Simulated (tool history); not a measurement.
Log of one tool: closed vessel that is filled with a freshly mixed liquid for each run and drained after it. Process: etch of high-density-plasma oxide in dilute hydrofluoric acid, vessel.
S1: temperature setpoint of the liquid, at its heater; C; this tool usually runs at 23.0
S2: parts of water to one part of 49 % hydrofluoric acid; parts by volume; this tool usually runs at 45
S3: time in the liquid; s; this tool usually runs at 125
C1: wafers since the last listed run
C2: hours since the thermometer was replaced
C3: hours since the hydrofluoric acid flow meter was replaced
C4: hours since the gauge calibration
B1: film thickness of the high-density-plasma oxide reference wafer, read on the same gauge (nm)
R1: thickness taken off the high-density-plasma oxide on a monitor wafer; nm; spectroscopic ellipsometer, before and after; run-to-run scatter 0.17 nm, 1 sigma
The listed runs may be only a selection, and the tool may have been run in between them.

run,hour,S1,S2,S3,C1,C2,C3,C4,B1,R1
1,0.0,23.0,45,125,0,1102.0,2067.8,196.0,60.01,26.50
2,9.2,23.0,45,125,1156,1111.2,2077.0,205.2,60.03,26.79
3,17.9,23.0,45,125,1093,1119.9,2085.7,213.9,59.98,26.61
4,29.4,23.0,45,125,1445,1131.4,2097.2,225.4,60.02,26.77
5,44.2,23.0,45,125,1860,1146.2,2112.0,240.2,60.02,26.20
6,57.5,23.0,45,125,1671,1159.5,2125.3,253.5,60.01,26.45
7,72.6,23.0,45,125,1897,1174.6,2140.4,268.6,60.02,26.21
8,85.4,23.0,45,125,1608,1187.4,2153.2,281.4,59.98,26.77
9,94.2,23.0,45,125,1105,1196.2,2162.0,290.2,60.05,26.42
# hour 105.4: thermometer replaced
10,105.9,23.0,45,125,1344,0.5,2173.7,301.9,59.98,26.60
# hour 121.3: gauge calibrated
11,121.5,24.5,55,125,1960,16.1,2189.3,0.2,59.98,22.90
12,129.1,23.0,60,125,955,23.7,2196.9,7.8,59.96,19.72
13,139.5,25.0,35,190,1307,34.1,2207.3,18.2,60.00,57.29
14,150.1,23.0,25,125,1332,44.7,2217.9,28.8,60.00,48.92
15,158.9,18.5,60,150,1105,53.5,2226.7,37.6,59.98,19.46
16,175.7,23.0,45,125,2111,70.3,2243.5,54.4,59.96,26.49
17,188.1,20.0,45,165,1558,82.7,2255.9,66.8,59.98,30.66
18,195.0,23.0,35,175,867,89.6,2262.8,73.7,59.98,48.67
19,209.6,18.5,50,125,1834,104.2,2277.4,88.3,60.01,19.49
20,224.4,27.0,35,60,1860,119.0,2292.2,103.1,59.99,19.35
# hour 239.1: hydrofluoric acid flow meter replaced
21,239.9,25.5,45,80,1822,134.5,0.8,118.6,60.04,19.93
22,251.0,21.0,45,125,1395,145.6,11.9,129.7,60.01,25.71
23,260.1,23.0,45,105,1143,154.7,21.0,138.8,60.04,23.69
24,275.4,23.0,60,200,1922,170.0,36.3,154.1,59.98,32.97

Predict the results of run 25:
25,281.8,23.0,60,125,804,176.4,42.7,160.5,?,?

{"run 25": {"B1": 60.03, "R1": 20.64}}
Take away the tool's hidden state, keep the run-to-run variation as it was, and the same run would have given R1 17.71 nm.

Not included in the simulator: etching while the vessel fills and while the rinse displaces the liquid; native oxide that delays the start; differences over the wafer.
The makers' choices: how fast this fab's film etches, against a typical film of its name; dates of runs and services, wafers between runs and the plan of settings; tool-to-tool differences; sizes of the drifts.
